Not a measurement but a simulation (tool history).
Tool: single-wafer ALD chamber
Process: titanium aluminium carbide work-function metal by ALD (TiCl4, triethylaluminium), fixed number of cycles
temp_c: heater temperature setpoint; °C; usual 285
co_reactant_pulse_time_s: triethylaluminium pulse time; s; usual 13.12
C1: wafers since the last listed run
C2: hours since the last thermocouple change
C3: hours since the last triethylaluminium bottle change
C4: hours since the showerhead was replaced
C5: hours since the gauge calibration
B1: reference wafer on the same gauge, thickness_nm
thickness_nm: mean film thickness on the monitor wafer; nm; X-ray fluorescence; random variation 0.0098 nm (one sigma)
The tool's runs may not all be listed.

{"run": 1, "hour": 0.0, "temp_c": 285, "co_reactant_pulse_time_s": 13.12, "C1": 0, "C2": 933.6, "C3": 561.4, "C4": 5623.4, "C5": 89.3, "B1": 2.219, "thickness_nm": 1.993}
{"run": 2, "hour": 8.1, "temp_c": 280, "co_reactant_pulse_time_s": 13.12, "C1": 49, "C2": 941.7, "C3": 569.5, "C4": 5631.5, "C5": 97.4, "B1": 2.218, "thickness_nm": 1.949}
{"run": 3, "hour": 22.2, "temp_c": 285, "co_reactant_pulse_time_s": 13.12, "C1": 85, "C2": 955.8, "C3": 583.6, "C4": 5645.6, "C5": 111.5, "B1": 2.22, "thickness_nm": 1.999}
{"run": 4, "hour": 39.9, "temp_c": 285, "co_reactant_pulse_time_s": 13.12, "C1": 107, "C2": 973.5, "C3": 601.3, "C4": 5663.3, "C5": 129.2, "B1": 2.221, "thickness_nm": 1.998}
{"run": 5, "hour": 53.8, "temp_c": 285, "co_reactant_pulse_time_s": 13.12, "C1": 84, "C2": 987.4, "C3": 615.2, "C4": 5677.2, "C5": 143.1, "B1": 2.222, "thickness_nm": 1.98}
{"run": 6, "hour": 63.4, "temp_c": 285, "co_reactant_pulse_time_s": 15.47, "C1": 58, "C2": 997.0, "C3": 624.8, "C4": 5686.8, "C5": 152.7, "B1": 2.219, "thickness_nm": 2.007}
{"run": 7, "hour": 69.6, "temp_c": 289, "co_reactant_pulse_time_s": 13.12, "C1": 37, "C2": 1003.2, "C3": 631.0, "C4": 5693.0, "C5": 158.9, "B1": 2.219, "thickness_nm": 2.031}
{"run": 8, "hour": 76.7, "temp_c": 289, "co_reactant_pulse_time_s": 13.12, "C1": 43, "C2": 1010.3, "C3": 638.1, "C4": 5700.1, "C5": 166.0, "B1": 2.22, "thickness_nm": 2.024}
{"hour": 84.8, "done": "gauge calibrated"}
{"hour": 96.6, "done": "thermocouple changed; heater temperature recalibrated"}
{"hour": 102.0, "done": "showerhead replaced"}
{"run": 9, "hour": 102.5, "temp_c": 289, "co_reactant_pulse_time_s": 13.12, "C1": 75, "C2": 5.9, "C3": 663.9, "C4": 0.5, "C5": 17.7, "B1": 2.217, "thickness_nm": 2.004}
{"run": 10, "hour": 126.9, "temp_c": 278, "co_reactant_pulse_time_s": 13.12, "C1": 148, "C2": 30.3, "C3": 688.3, "C4": 24.9, "C5": 42.1, "B1": 2.219, "thickness_nm": 1.892}
{"run": 11, "hour": 142.7, "temp_c": 278, "co_reactant_pulse_time_s": 13.12, "C1": 96, "C2": 46.1, "C3": 704.1, "C4": 40.7, "C5": 57.9, "B1": 2.221, "thickness_nm": 1.871}
{"hour": 155.0, "done": "triethylaluminium bottle replaced"}
{"run": 12, "hour": 156.5, "temp_c": 285, "co_reactant_pulse_time_s": 13.12, "C1": 35, "C2": 59.9, "C3": 1.5, "C4": 54.5, "C5": 71.7, "B1": 2.221, "thickness_nm": 2.059}
{"run": 13, "hour": 173.6, "temp_c": 272, "co_reactant_pulse_time_s": 10.99, "C1": 104, "C2": 77.0, "C3": 18.6, "C4": 71.6, "C5": 88.8, "B1": 2.217, "thickness_nm": 1.899}
{"run": 14, "hour": 183.7, "temp_c": 274, "co_reactant_pulse_time_s": 8.96, "C1": 61, "C2": 87.1, "C3": 28.7, "C4": 81.7, "C5": 98.9, "B1": 2.217, "thickness_nm": 1.853}
{"run": 15, "hour": 200.4, "temp_c": 279, "co_reactant_pulse_time_s": 13.12, "C1": 101, "C2": 103.8, "C3": 45.4, "C4": 98.4, "C5": 115.6, "B1": 2.222, "thickness_nm": 2.005}
{"run": 16, "hour": 208.4, "temp_c": 279, "co_reactant_pulse_time_s": 9.8, "C1": 48, "C2": 111.8, "C3": 53.4, "C4": 106.4, "C5": 123.6, "B1": 2.218, "thickness_nm": 1.931}
{"run": 17, "hour": 222.6, "temp_c": 285, "co_reactant_pulse_time_s": 13.12, "C1": 86, "C2": 126.0, "C3": 67.6, "C4": 120.6, "C5": 137.8, "B1": 2.218, "thickness_nm": 2.054}
{"run": 18, "hour": 233.3, "temp_c": 285, "co_reactant_pulse_time_s": 13.12, "C1": 65, "C2": 136.7, "C3": 78.3, "C4": 131.3, "C5": 148.5, "B1": 2.219, "thickness_nm": 2.064}
{"run": 19, "hour": 246.9, "temp_c": 280, "co_reactant_pulse_time_s": 11.09, "C1": 82, "C2": 150.3, "C3": 91.9, "C4": 144.9, "C5": 162.1, "B1": 2.22, "thickness_nm": 1.998}
{"hour": 255.3, "done": "gauge calibrated"}
{"run": 20, "hour": 263.0, "temp_c": 285, "co_reactant_pulse_time_s": 13.12, "C1": 97, "C2": 166.4, "C3": 108.0, "C4": 161.0, "C5": 7.7, "B1": 2.218, "thickness_nm": 2.052}
{"run": 21, "hour": 269.7, "temp_c": 272, "co_reactant_pulse_time_s": 13.12, "C1": 40, "C2": 173.1, "C3": 114.7, "C4": 167.7, "C5": 14.4, "B1": 2.217, "thickness_nm": 1.923}
{"run": 22, "hour": 281.5, "temp_c": 276, "co_reactant_pulse_time_s": 16.11, "C1": 71, "C2": 184.9, "C3": 126.5, "C4": 179.5, "C5": 26.2, "B1": 2.222, "thickness_nm": 1.978}
{"run": 23, "hour": 292.8, "temp_c": 296, "co_reactant_pulse_time_s": 14.44, "C1": 68, "C2": 196.2, "C3": 137.8, "C4": 190.8, "C5": 37.5, "B1": 2.22, "thickness_nm": 2.18}
{"run": 24, "hour": 306.5, "temp_c": 290, "co_reactant_pulse_time_s": 15.65, "C1": 83, "C2": 209.9, "C3": 151.5, "C4": 204.5, "C5": 51.2, "B1": 2.218, "thickness_nm": 2.13}
{"run": 25, "hour": 319.2, "temp_c": 294, "co_reactant_pulse_time_s": 10.33, "C1": 77, "C2": 222.6, "C3": 164.2, "C4": 217.2, "C5": 63.9, "B1": 2.222, "thickness_nm": 2.102}

4 ways to go on from here, each from the tool as it stands after run 25. What would each give?
{"run": "A", "hour": 319.6, "temp_c": 285, "co_reactant_pulse_time_s": 10.15, "C1": 2, "C2": 223.0, "C3": 164.6, "C4": 217.6, "C5": 64.3, "B1": "?", "thickness_nm": "?"}
{"run": "B", "hour": 319.6, "temp_c": 276, "co_reactant_pulse_time_s": 13.12, "C1": 2, "C2": 223.0, "C3": 164.6, "C4": 217.6, "C5": 64.3, "B1": "?", "thickness_nm": "?"}
{"run": "C", "hour": 319.6, "temp_c": 296, "co_reactant_pulse_time_s": 15.59, "C1": 2, "C2": 223.0, "C3": 164.6, "C4": 217.6, "C5": 64.3, "B1": "?", "thickness_nm": "?"}
{"run": "D", "hour": 319.6, "temp_c": 297, "co_reactant_pulse_time_s": 11.07, "C1": 2, "C2": 223.0, "C3": 164.6, "C4": 217.6, "C5": 64.3, "B1": "?", "thickness_nm": "?"}

run=A B1=2.218 thickness_nm=1.989
run=B B1=2.218 thickness_nm=1.956
run=C B1=2.218 thickness_nm=2.192
run=D B1=2.218 thickness_nm=2.143
Without the tool's hidden state the same runs would have given:
run=A thickness_nm=2.017
run=B thickness_nm=1.968
run=C thickness_nm=2.199
run=D thickness_nm=2.166
